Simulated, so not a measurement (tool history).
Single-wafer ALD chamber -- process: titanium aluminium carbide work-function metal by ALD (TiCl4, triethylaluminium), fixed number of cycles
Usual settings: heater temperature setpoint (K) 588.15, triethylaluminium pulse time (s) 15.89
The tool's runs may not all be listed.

| run | day | heater temperature setpoint (K) | triethylaluminium pulse time (s) | read-back reference wafer on the same gauge, thickness_nm | mean film thickness on the monitor wafer (Å) |
|---|---|---|---|---|---|
| 1 | 0 | 588.15 | 15.89 | 2.27 | 21.8 |
| 2 | 2.554 | 588.15 | 15.89 | 2.269 | 21.93 |
| 3 | 5.758 | 579.15 | 15.89 | 2.271 | 20.86 |
| 4 | 10.167 | 588.15 | 11.44 | 2.271 | 21.54 |
| 5 | 12.362 | 588.15 | 11.44 | 2.269 | 21.61 |
| 6 | 19.717 | 588.15 | 15.89 | 2.27 | 21.91 |
| 7 | 23.333 | 588.15 | 15.89 | 2.271 | 21.81 |
| 8 | 27.508 | 588.15 | 15.89 | 2.27 | 21.78 |
|  | 29.446 | triethylaluminium bottle replaced |
| 9 | 33.5 | 588.15 | 15.89 | 2.269 | 21.8 |
| 10 | 37.808 | 588.15 | 15.89 | 2.269 | 21.96 |
|  | 40.5 | thermocouple changed; heater temperature recalibrated |
| 11 | 40.521 | 588.15 | 15.89 | 2.271 | 21.94 |
| 12 | 44.2 | 588.15 | 15.89 | 2.27 | 21.88 |
| 13 | 47.358 | 588.15 | 15.89 | 2.27 | 21.9 |
| 14 | 49.1 | 588.15 | 15.89 | 2.27 | 21.94 |
| 15 | 53.017 | 588.15 | 15.89 | 2.271 | 21.96 |
| 16 | 56.688 | 600.15 | 9.71 | 2.271 | 22.4 |
|  | 58.5 | triethylaluminium bottle replaced |
| 17 | 59.125 | 578.15 | 12.04 | 2.271 | 20.78 |

Run 18, settings as shown, results not yet in. Your forecast:
|  | 59.975 | showerhead replaced |
| 18 | 63.471 | 588.15 | 15.89 | ? | ? |

{"run 18": {"read-back reference wafer on the same gauge, thickness_nm": 2.27, "mean film thickness on the monitor wafer (Å)": 21.8}}
Without the tool's hidden state the same run would have given mean film thickness on the monitor wafer (Å) 21.8.
